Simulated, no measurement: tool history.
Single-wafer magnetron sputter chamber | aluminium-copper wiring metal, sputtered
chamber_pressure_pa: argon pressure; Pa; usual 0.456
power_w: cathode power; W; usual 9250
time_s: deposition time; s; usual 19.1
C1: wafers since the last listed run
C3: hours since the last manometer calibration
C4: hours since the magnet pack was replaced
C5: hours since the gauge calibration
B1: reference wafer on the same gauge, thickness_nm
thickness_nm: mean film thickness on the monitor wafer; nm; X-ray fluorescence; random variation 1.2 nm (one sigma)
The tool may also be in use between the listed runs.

{"run": 1, "hour": 0.0, "chamber_pressure_pa": 0.456, "power_w": 9250, "time_s": 19.1, "C1": 0, "wafers on the sputter target": 1603, "C3": 2713.5, "C4": 3937.6, "C5": 102.5, "B1": 269.079, "thickness_nm": 279.792}
{"run": 2, "hour": 29.7, "chamber_pressure_pa": 0.456, "power_w": 9250, "time_s": 19.1, "C1": 1072, "wafers on the sputter target": 2675, "C3": 2743.2, "C4": 3967.3, "C5": 132.2, "B1": 269.026, "thickness_nm": 278.787}
{"hour": 54.7, "done": "sputter target and shields replaced"}
{"run": 3, "hour": 55.2, "chamber_pressure_pa": 0.456, "power_w": 9250, "time_s": 19.1, "C1": 631, "wafers on the sputter target": 18, "C3": 2768.7, "C4": 3992.8, "C5": 157.7, "B1": 269.029, "thickness_nm": 278.15}
{"run": 4, "hour": 82.7, "chamber_pressure_pa": 0.456, "power_w": 9250, "time_s": 19.1, "C1": 992, "wafers on the sputter target": 1011, "C3": 2796.2, "C4": 4020.3, "C5": 185.2, "B1": 269.111, "thickness_nm": 278.422}
{"run": 5, "hour": 97.0, "chamber_pressure_pa": 0.456, "power_w": 9250, "time_s": 19.1, "C1": 516, "wafers on the sputter target": 1527, "C3": 2810.5, "C4": 4034.6, "C5": 199.5, "B1": 268.846, "thickness_nm": 278.714}
{"hour": 105.0, "done": "gauge calibrated"}
{"hour": 119.2, "done": "magnet pack replaced"}
{"run": 6, "hour": 129.5, "chamber_pressure_pa": 0.456, "power_w": 9250, "time_s": 19.1, "C1": 884, "wafers on the sputter target": 2411, "C3": 2843.0, "C4": 10.3, "C5": 24.5, "B1": 268.903, "thickness_nm": 276.93}
{"hour": 142.3, "done": "sputter target and shields replaced"}
{"run": 7, "hour": 146.8, "chamber_pressure_pa": 0.456, "power_w": 9250, "time_s": 19.1, "C1": 335, "wafers on the sputter target": 163, "C3": 2860.3, "C4": 27.6, "C5": 41.8, "B1": 269.073, "thickness_nm": 277.743}
{"run": 8, "hour": 167.3, "chamber_pressure_pa": 0.351, "power_w": 9250, "time_s": 19.1, "C1": 739, "wafers on the sputter target": 903, "C3": 2880.8, "C4": 48.1, "C5": 62.3, "B1": 269.013, "thickness_nm": 296.65}
{"run": 9, "hour": 182.7, "chamber_pressure_pa": 0.386, "power_w": 9250, "time_s": 20.4, "C1": 555, "wafers on the sputter target": 1459, "C3": 2896.2, "C4": 63.5, "C5": 77.7, "B1": 269.062, "thickness_nm": 306.712}
{"hour": 198.1, "done": "capacitance manometer re-zeroed and calibrated"}
{"run": 10, "hour": 201.9, "chamber_pressure_pa": 0.563, "power_w": 7300, "time_s": 16.5, "C1": 404, "wafers on the sputter target": 1863, "C3": 3.8, "C4": 82.7, "C5": 96.9, "B1": 268.952, "thickness_nm": 190.144}
{"hour": 232.0, "done": "sputter target and shields replaced"}
{"run": 11, "hour": 232.5, "chamber_pressure_pa": 0.456, "power_w": 9250, "time_s": 22.6, "C1": 815, "wafers on the sputter target": 17, "C3": 34.4, "C4": 113.3, "C5": 127.5, "B1": 268.81, "thickness_nm": 328.3}
{"run": 12, "hour": 263.3, "chamber_pressure_pa": 0.456, "power_w": 9250, "time_s": 19.1, "C1": 1111, "wafers on the sputter target": 1129, "C3": 65.2, "C4": 144.1, "C5": 158.3, "B1": 269.043, "thickness_nm": 277.401}
{"run": 13, "hour": 277.6, "chamber_pressure_pa": 0.456, "power_w": 10400, "time_s": 19.1, "C1": 516, "wafers on the sputter target": 1645, "C3": 79.5, "C4": 158.4, "C5": 172.6, "B1": 269.018, "thickness_nm": 299.763}
{"run": 14, "hour": 300.3, "chamber_pressure_pa": 0.456, "power_w": 9250, "time_s": 19.1, "C1": 819, "wafers on the sputter target": 2465, "C3": 102.2, "C4": 181.1, "C5": 195.3, "B1": 268.925, "thickness_nm": 276.993}

Forecast each of these 3 alternatives for the next run:
{"run": "A", "hour": 300.7, "chamber_pressure_pa": 0.456, "power_w": 9250, "time_s": 19.1, "C1": 14, "wafers on the sputter target": 2479, "C3": 102.6, "C4": 181.5, "C5": 195.7, "B1": "?", "thickness_nm": "?"}
{"run": "B", "hour": 300.7, "chamber_pressure_pa": 0.456, "power_w": 8600, "time_s": 15.3, "C1": 14, "wafers on the sputter target": 2479, "C3": 102.6, "C4": 181.5, "C5": 195.7, "B1": "?", "thickness_nm": "?"}
{"run": "C", "hour": 300.7, "chamber_pressure_pa": 0.456, "power_w": 7350, "time_s": 21.0, "C1": 14, "wafers on the sputter target": 2479, "C3": 102.6, "C4": 181.5, "C5": 195.7, "B1": "?", "thickness_nm": "?"}

run=A B1=268.859 thickness_nm=278.389
run=B B1=268.859 thickness_nm=212.380
run=C B1=268.859 thickness_nm=263.464
Without the tool's hidden state the same runs would have given:
run=A thickness_nm=278.389
run=B thickness_nm=212.380
run=C thickness_nm=263.464
